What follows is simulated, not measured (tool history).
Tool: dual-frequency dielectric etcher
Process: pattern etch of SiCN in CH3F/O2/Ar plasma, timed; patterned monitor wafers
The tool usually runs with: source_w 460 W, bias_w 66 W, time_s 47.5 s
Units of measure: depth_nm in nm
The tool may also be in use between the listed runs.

run     day  source_w  bias_w  time_s  read-back reference wafer on the same gauge, depth_nm  depth_nm
  1   0.000       380      77    47.5                                                  14.79     17.50
  2   3.204       380      77    47.5                                                  14.78     17.75
  3   5.125       460      66    40.0                                                  14.82     15.28
      8.904  -- upper electrode replaced
      9.283  -- wet clean of the chamber
  4   9.533       460      66    40.0                                                  14.77     14.69
  5  11.821       460      66    40.0                                                  14.82     14.69
  6  15.171       520      72    51.0                                                  14.80     20.19
  7  17.012       500      80    56.0                                                  14.80     22.71
  8  20.154       570      66    47.5                                                  14.80     19.10
     26.046  -- source power generator calibrated
  9  32.471       410      57    51.5                                                  14.81     17.78
 10  36.062       370      77    58.5                                                  14.81     21.40
     38.575  -- wet clean of the chamber
 11  40.300       350      82    58.0                                                  14.81     20.61
 12  44.688       550      58    42.5                                                  14.81     16.26
 13  48.954       370      82    58.5                                                  14.82     21.35
 14  50.804       460      66    47.5                                                  14.79     17.82
 15  54.792       460      66    41.5                                                  14.78     15.59
 16  59.067       410      51    33.5                                                  14.82     11.28

Run 17 comes next. What will it give?
 17  60.958       460      59    59.0                                                      ?         ?

read-back reference wafer on the same gauge, depth_nm: 14.80
depth_nm: 21.44 nm
Minus the tool's unlogged condition, the same run would have read depth_nm 20.86 nm.
